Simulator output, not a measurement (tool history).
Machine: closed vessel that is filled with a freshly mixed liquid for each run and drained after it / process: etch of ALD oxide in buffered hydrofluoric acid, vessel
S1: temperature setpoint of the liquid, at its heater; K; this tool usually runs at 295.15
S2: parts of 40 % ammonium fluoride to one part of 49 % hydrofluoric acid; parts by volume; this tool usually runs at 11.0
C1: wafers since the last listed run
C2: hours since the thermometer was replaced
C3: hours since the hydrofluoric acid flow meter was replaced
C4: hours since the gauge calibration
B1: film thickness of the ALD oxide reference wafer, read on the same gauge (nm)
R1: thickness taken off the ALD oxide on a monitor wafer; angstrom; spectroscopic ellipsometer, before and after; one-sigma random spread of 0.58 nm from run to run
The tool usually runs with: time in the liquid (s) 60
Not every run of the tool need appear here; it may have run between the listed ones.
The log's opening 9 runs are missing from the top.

Run 10, hour 116.4: usual settings but time in the liquid (s) 85; C1 855; C2 1404.5; C3 2327.6; C4 71.7; B1 100.01. Result: R1 1055.0 angstrom.
Run 11, hour 126.1: usual settings but time in the liquid (s) 85; C1 1092; C2 1414.2; C3 2337.3; C4 81.4; B1 100.02. Result: R1 1069.8 angstrom.
Run 12, hour 134.5: usual settings but time in the liquid (s) 80; C1 945; C2 1422.6; C3 2345.7; C4 89.8; B1 99.99. Result: R1 992.2 angstrom.
Run 13, hour 144.2: usual settings but time in the liquid (s) 80; C1 1092; C2 1432.3; C3 2355.4; C4 99.5; B1 100.03. Result: R1 997.6 angstrom.
Run 14, hour 162.1: usual settings but time in the liquid (s) 80; C1 2015; C2 1450.2; C3 2373.3; C4 117.4; B1 100.01. Result: R1 996.1 angstrom.
Run 15, hour 171.1: usual settings but S2 14.5 parts by volume; C1 1013; C2 1459.2; C3 2382.3; C4 126.4; B1 100.02. Result: R1 559.3 angstrom.
Run 16, hour 188.5: usual settings but S2 14.5 parts by volume; C1 1959; C2 1476.6; C3 2399.7; C4 143.8; B1 100.03. Result: R1 558.6 angstrom.
At hour 198.8: hydrofluoric acid flow meter replaced.
Run 17, hour 203.6: usual settings; C1 1587; C2 1491.7; C3 4.8; C4 158.9; B1 100.00. Result: R1 740.8 angstrom.
Run 18, hour 219.2: usual settings; C1 1756; C2 1507.3; C3 20.4; C4 174.5; B1 100.04. Result: R1 757.6 angstrom.
Run 19, hour 233.3: usual settings; C1 1587; C2 1521.4; C3 34.5; C4 188.6; B1 99.99. Result: R1 742.1 angstrom.
At hour 239.8: thermometer replaced.
Run 20, hour 241.2: usual settings but S1 299.15 K, S2 15.0 parts by volume, time in the liquid (s) 30; C1 776; C2 1.4; C3 42.4; C4 196.5; B1 99.97. Result: R1 343.0 angstrom.
Run 21, hour 269.1: usual settings but S2 7.0 parts by volume; C1 3141; C2 29.3; C3 70.3; C4 224.4; B1 100.01. Result: R1 1156.0 angstrom.
Run 22, hour 277.1: usual settings but S1 299.15 K, S2 13.5 parts by volume, time in the liquid (s) 90; C1 900; C2 37.3; C3 78.3; C4 232.4; B1 99.99. Result: R1 1146.5 angstrom.
Run 23, hour 290.6: usual settings but S1 296.15 K, time in the liquid (s) 85; C1 1519; C2 50.8; C3 91.8; C4 245.9; B1 100.00. Result: R1 1119.3 angstrom.
Run 24, hour 304.9: usual settings but S1 291.15 K, S2 15.0 parts by volume; C1 1610; C2 65.1; C3 106.1; C4 260.2; B1 100.00. Result: R1 436.4 angstrom.
Run 25, hour 314.1: usual settings but S1 293.15 K, time in the liquid (s) 35; C1 1035; C2 74.3; C3 115.3; C4 269.4; B1 100.03. Result: R1 389.8 angstrom.
Run 26, hour 322.1: usual settings but S1 291.65 K; C1 900; C2 82.3; C3 123.3; C4 277.4; B1 99.97. Result: R1 615.6 angstrom.
Run 27, hour 330.2: usual settings; C1 911; C2 90.4; C3 131.4; C4 285.5; B1 100.01. Result: R1 754.9 angstrom.
At hour 331.8: gauge calibrated.
Run 28, hour 359.4: usual settings but S2 14.5 parts by volume, time in the liquid (s) 85; C1 3287; C2 119.6; C3 160.6; C4 27.6; B1 99.98. Result: R1 799.7 angstrom.
Run 29, hour 367.5: usual settings but S1 293.65 K, S2 8.5 parts by volume, time in the liquid (s) 30; C1 911; C2 127.7; C3 168.7; C4 35.7; B1 99.98. Result: R1 428.7 angstrom.
Run 30, hour 378.2: usual settings but time in the liquid (s) 50; C1 1204; C2 138.4; C3 179.4; C4 46.4; B1 100.00. Result: R1 624.3 angstrom.
Run 31, hour 395.6: usual settings but S1 292.15 K, time in the liquid (s) 50; C1 1959; C2 155.8; C3 196.8; C4 63.8; B1 100.02. Result: R1 525.6 angstrom.
Run 32, hour 436.8: usual settings but time in the liquid (s) 35; C1 4638; C2 197.0; C3 238.0; C4 105.0; B1 99.98. Result: R1 433.8 angstrom.
Run 33, hour 449.2: usual settings but S1 298.15 K, S2 9.5 parts by volume, time in the liquid (s) 75; C1 1396; C2 209.4; C3 250.4; C4 117.4; B1 99.98. Result: R1 1259.3 angstrom.
Run 34, hour 461.5: usual settings but S1 297.15 K; C1 1384; C2 221.7; C3 262.7; C4 129.7; B1 99.98. Result: R1 834.4 angstrom.

Predict each of these 4 candidate next runs independently; none follows another, all start after run 34:
Run A, hour 462.2: usual settings; C1 78; C2 222.4; C3 263.4; C4 130.4; B1 ?. Result: R1 ?.
Run B, hour 462.2: usual settings but S2 13.0 parts by volume; C1 78; C2 222.4; C3 263.4; C4 130.4; B1 ?. Result: R1 ?.
Run C, hour 462.2: usual settings but S2 8.0 parts by volume; C1 78; C2 222.4; C3 263.4; C4 130.4; B1 ?. Result: R1 ?.
Run D, hour 462.2: usual settings but S1 297.15 K, S2 14.5 parts by volume, time in the liquid (s) 35; C1 78; C2 222.4; C3 263.4; C4 130.4; B1 ?. Result: R1 ?.

run      B1     R1
  A  100.03  748.2
  B  100.03  635.4
  C  100.03  996.8
  D  100.03  371.7
What these runs would have given with no unlogged condition in the tool:
run     R1
  A  748.2
  B  635.4
  C  996.8
  D  371.7

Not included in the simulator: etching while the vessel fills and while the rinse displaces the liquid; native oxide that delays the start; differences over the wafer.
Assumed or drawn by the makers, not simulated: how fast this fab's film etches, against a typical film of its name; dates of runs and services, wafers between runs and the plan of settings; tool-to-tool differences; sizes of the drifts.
